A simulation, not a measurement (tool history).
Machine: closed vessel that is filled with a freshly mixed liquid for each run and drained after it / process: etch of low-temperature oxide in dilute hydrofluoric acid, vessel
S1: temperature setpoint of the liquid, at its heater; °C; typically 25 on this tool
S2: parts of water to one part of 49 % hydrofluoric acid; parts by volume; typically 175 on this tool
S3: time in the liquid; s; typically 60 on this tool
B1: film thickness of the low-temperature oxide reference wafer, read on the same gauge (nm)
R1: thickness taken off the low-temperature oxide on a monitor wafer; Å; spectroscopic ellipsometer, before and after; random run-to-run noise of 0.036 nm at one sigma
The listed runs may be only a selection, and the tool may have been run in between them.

| run | hour | S1 | S2 | S3 | B1 | R1 |
|---|---|---|---|---|---|---|
| 1 | 0.0 | 25 | 175 | 60 | 40.00 | 104.5 |
| 2 | 15.1 | 25 | 175 | 60 | 40.00 | 104.4 |
| 3 | 27.0 | 25 | 175 | 60 | 39.97 | 104.6 |
| 4 | 43.5 | 25 | 120 | 60 | 40.01 | 163.1 |
| 5 | 52.7 | 25 | 140 | 85 | 40.00 | 193.5 |
| 6 | 69.2 | 25 | 140 | 85 | 40.00 | 192.8 |
| 7 | 85.4 | 28 | 175 | 60 | 39.99 | 117.2 |
| 8 | 92.0 | 28 | 175 | 60 | 39.98 | 116.3 |
| 9 | 100.4 | 28 | 175 | 60 | 40.03 | 117.5 |
| 10 | 113.5 | 25 | 175 | 60 | 40.01 | 104.7 |
| 11 | 127.4 | 25 | 175 | 60 | 39.99 | 104.4 |
| 12 | 140.0 | 25 | 175 | 60 | 40.00 | 104.9 |
|  | 143.3 | thermometer replaced |
| 13 | 157.1 | 25 | 125 | 60 | 39.99 | 155.0 |
| 14 | 170.8 | 25 | 175 | 45 | 40.01 | 78.2 |
| 15 | 184.7 | 25 | 175 | 85 | 39.99 | 148.0 |
| 16 | 195.6 | 25 | 140 | 60 | 39.99 | 135.9 |
| 17 | 209.9 | 25 | 175 | 60 | 39.99 | 104.5 |
| 18 | 216.0 | 25 | 90 | 95 | 40.01 | 358.0 |
| 19 | 228.1 | 25 | 175 | 60 | 39.99 | 104.5 |
| 20 | 244.3 | 27 | 110 | 75 | 40.01 | 242.5 |

Expected results for the next run?
|  | 245.8 | hydrofluoric acid flow meter replaced |
|  | 252.2 | gauge calibrated |
| 21 | 256.1 | 21 | 225 | 30 | ? | ? |

B1: 40.00
R1: 33.1 Å
With the hidden condition absent and the run-to-run variation left alone, this run would have shown R1 33.1 Å.

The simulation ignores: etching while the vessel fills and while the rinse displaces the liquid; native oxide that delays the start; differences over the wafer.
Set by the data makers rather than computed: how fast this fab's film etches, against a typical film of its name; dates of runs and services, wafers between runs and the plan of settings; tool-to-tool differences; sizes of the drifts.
